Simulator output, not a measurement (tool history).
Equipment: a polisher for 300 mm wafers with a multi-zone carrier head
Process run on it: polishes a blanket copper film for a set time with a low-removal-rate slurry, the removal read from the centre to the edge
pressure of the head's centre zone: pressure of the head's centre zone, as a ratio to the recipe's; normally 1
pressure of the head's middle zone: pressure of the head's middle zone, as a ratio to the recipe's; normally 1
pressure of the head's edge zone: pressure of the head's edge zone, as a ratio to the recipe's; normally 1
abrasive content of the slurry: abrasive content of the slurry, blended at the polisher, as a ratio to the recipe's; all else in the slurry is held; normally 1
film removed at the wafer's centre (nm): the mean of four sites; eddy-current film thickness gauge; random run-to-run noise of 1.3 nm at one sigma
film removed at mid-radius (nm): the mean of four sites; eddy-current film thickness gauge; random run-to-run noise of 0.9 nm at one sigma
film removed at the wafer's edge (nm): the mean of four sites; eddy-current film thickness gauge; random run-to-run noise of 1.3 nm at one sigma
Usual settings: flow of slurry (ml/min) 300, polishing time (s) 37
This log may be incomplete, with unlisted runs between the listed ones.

run,day,flow of slurry (ml/min),pressure of the head's centre zone,pressure of the head's middle zone,pressure of the head's edge zone,abrasive content of the slurry,polishing time (s),wafers since the last listed run,wafers polished on this pad,hours since the slurry nozzle was cleaned,hours since the centre zone pressure was calibrated,hours since the edge zone pressure was calibrated,hours since the carrier head's membrane was replaced,"incoming thickness of the incoming film, nm",film removed at the wafer's centre (nm),film removed at mid-radius (nm),film removed at the wafer's edge (nm)
1,0,300,1,1,1,1,37,0,879,139.5,737.4,436.6,301.1,1152.7,95.3,92.5,93.9
2,1.946,300,1,1,1,1,37,454,1334,186.2,784.1,483.3,347.8,1154.2,92.5,91.4,94.3
# day 3.154: worn pad replaced by a new one
3,4.817,300,1,1,1,1,37,632,388,255.1,853,552.2,416.7,1114.8,99.3,96.4,97.9
4,7.058,300,1,1,1,1,44,524,912,308.9,906.8,606,470.5,1146.8,113.3,111.6,110.4
5,8.196,300,1,1,1,1,44,265,1178,336.2,934.1,633.3,497.8,1147.4,112.9,110.1,110.4
# day 8.546: worn pad replaced by a new one
6,10.038,300,1,1,1,1,44,391,348,380.4,978.3,677.5,542,1144.8,118.4,115.6,114.9
# day 11.108: carrier head's membrane replaced by a new one
7,11.617,300,1,1,1,1,37,320,668,418.3,1016.2,715.4,12.2,1146.2,94.3,93.5,95.9
8,13.258,300,1,1,1,1,40,383,1052,457.7,1055.6,754.8,51.6,1149.2,101.7,98.2,101
# day 15.354: worn pad replaced by a new one
9,15.583,205,0.89,1.12,1.03,1,37,504,53,513.5,1111.4,810.6,107.4,1133.8,92,107.2,104.6
# day 16.925: edge zone pressure recalibrated
10,17.467,300,1,1.06,1,1.25,37,420,474,558.7,1156.6,13,152.6,1148.3,98.4,101.6,98.4
11,18.942,300,1,1,1,1,37,344,819,594.1,1192,48.4,188,1155,92.3,89.9,95.6
# day 19.771: centre zone pressure recalibrated
# day 20.7: worn pad replaced by a new one
12,21.096,300,1,1.05,1,0.75,37,445,92,645.8,31.8,100.1,239.7,1145.9,98.5,100.5,97.1
# day 21.892: slurry nozzle cleaned
13,23.333,300,0.9,1,0.88,0.85,32,513,605,34.6,85.5,153.8,293.4,1156.9,74.9,79.1,75.9
14,25.025,300,1,1,1,1,37,395,1000,75.2,126.1,194.4,334,1138.6,93.3,92.9,94.8
# day 27.104: worn pad replaced by a new one
15,27.671,300,1,1,1,1,44,579,132,138.7,189.6,257.9,397.5,1117.7,119,122,123.1
16,30.288,200,1,1,1,1,37,611,743,201.5,252.4,320.7,460.3,1137.1,90.4,89.9,92.5

Below, some changes in film removed at the wafer's centre (nm) between adjacent runs. For each, the amount present without the hidden state too (settings, incoming material, random variation) and the amount remaining for the hidden state with gauge scatter not shared by both compared results:
Hidden conditions of the tool in this case: removal rate lost through wear of the pad, %; slurry flow missing at the pad, %; deviation of the centre zone's pressure from its setpoint, %; deviation of the edge zone's pressure from its setpoint, %.
Run 8 -> 9: flow of slurry (ml/min) 300 -> 205, pressure of the head's centre zone 1 -> 0.89, pressure of the head's middle zone 1 -> 1.12, pressure of the head's edge zone 1 -> 1.03, polishing time (s) 40 -> 37, worn pad replaced by a new one. film removed at the wafer's centre (nm) -9.7: hidden state +10.8, all else -20.5.
Run 15 -> 16: flow of slurry (ml/min) 300 -> 200, polishing time (s) 44 -> 37. film removed at the wafer's centre (nm) -28.6: hidden state -6.2, all else -22.4.
